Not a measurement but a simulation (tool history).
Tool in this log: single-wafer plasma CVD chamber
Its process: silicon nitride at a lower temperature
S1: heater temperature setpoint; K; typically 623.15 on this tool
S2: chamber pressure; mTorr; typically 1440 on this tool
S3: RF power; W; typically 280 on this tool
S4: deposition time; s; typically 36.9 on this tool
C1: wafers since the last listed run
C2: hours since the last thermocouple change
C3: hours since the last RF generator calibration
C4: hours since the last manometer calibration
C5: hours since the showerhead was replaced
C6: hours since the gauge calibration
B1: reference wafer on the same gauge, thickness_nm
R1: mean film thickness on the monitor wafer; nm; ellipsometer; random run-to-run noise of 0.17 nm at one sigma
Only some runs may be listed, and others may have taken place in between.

run,day,S1,S2,S3,S4,C1,C2,C3,C4,C5,C6,B1,R1
1,0,623.15,1440,280,41.3,0,1111.6,1853,945.6,4166.6,710.5,44.091,43.937
2,5.812,623.15,1440,280,41.3,4640,1251.1,1992.5,1085.1,4306.1,850,43.955,43.521
3,8.517,623.15,1440,280,36.9,2158,1316,2057.4,1150,4371,914.9,43.976,38.617
4,10.667,623.15,1440,280,36.9,1716,1367.6,2109,1201.6,4422.6,966.5,43.989,38.72
5,13.242,623.15,1440,280,36.9,2055,1429.4,2170.8,1263.4,4484.4,1028.3,43.996,39.004
6,15.892,623.15,1520,280,36.9,2115,1493,2234.4,1327,4548,1091.9,44.013,39.616
7,18.696,623.15,1440,305,36.9,2238,1560.3,2301.7,1394.3,4615.3,1159.2,44.065,41.33
# day 21.079: showerhead replaced
8,21.588,623.15,1440,280,36.9,2042,1629.7,2371.1,1463.7,12.2,1228.6,43.964,38.897
9,23.217,633.15,1440,280,36.9,1300,1668.8,2410.2,1502.8,51.3,1267.7,43.973,38.53
# day 24.021: thermocouple changed; heater temperature recalibrated
10,24.75,623.15,1440,280,36.9,958,17.5,2447,1539.6,88.1,1304.5,44.03,38.62
11,26.029,623.15,1440,280,36.9,1021,48.2,2477.7,1570.3,118.8,1335.2,43.958,38.573
12,27.825,623.15,1440,280,36.9,1433,91.3,2520.8,1613.4,161.9,1378.3,43.903,38.604
# day 29.138: capacitance manometer re-zeroed and calibrated
13,29.554,611.15,1110,280,30.1,1114,132.8,2562.3,10,203.4,1419.8,43.954,30.123
# day 29.817: gauge calibrated
14,30.808,623.15,1440,280,36.9,1001,162.9,2592.4,40.1,233.5,23.8,44.038,39.358
# day 31.783: RF generator calibrated
15,33.629,623.15,1440,280,36.9,1985,230.6,44.3,107.8,301.2,91.5,43.986,39.339
16,35.654,627.15,1250,300,31.4,1616,279.2,92.9,156.4,349.8,140.1,44.014,33.673
17,36.771,623.15,1240,325,30.9,891,306,119.7,183.2,376.6,166.9,43.913,34.876
18,37.812,610.15,1090,335,30.9,831,331,144.7,208.2,401.6,191.9,43.996,34.54
19,40.508,631.15,1440,280,36.9,2152,395.7,209.4,272.9,466.3,256.6,43.972,39.233
20,42.917,623.15,1440,280,36.9,1922,453.5,267.2,330.7,524.1,314.4,43.907,39.624
21,44.7,635.15,1580,230,40,1423,496.3,310,373.5,566.9,357.2,44.016,38.302
22,53.492,623.15,1440,280,30.1,7019,707.3,521,584.5,777.9,568.2,43.994,31.977
23,55.525,623.15,1440,280,36.9,1623,756.1,569.8,633.3,826.7,617,44.023,39.449

Forecast each of these 4 alternatives for the next run:
A,55.542,623.15,1440,280,36.9,13,756.5,570.2,633.7,827.1,617.4,?,?
B,55.542,628.15,1340,280,33.4,13,756.5,570.2,633.7,827.1,617.4,?,?
C,55.542,623.15,1440,235,36.9,13,756.5,570.2,633.7,827.1,617.4,?,?
D,55.542,617.15,1440,280,36.9,13,756.5,570.2,633.7,827.1,617.4,?,?

run,B1,R1
A,44.066,39.201
B,44.066,34.698
C,44.066,34.55
D,44.066,39.277
Had the tool no hidden state, the same runs would have come out as:
run,R1
A,39.333
B,34.817
C,34.666
D,39.409
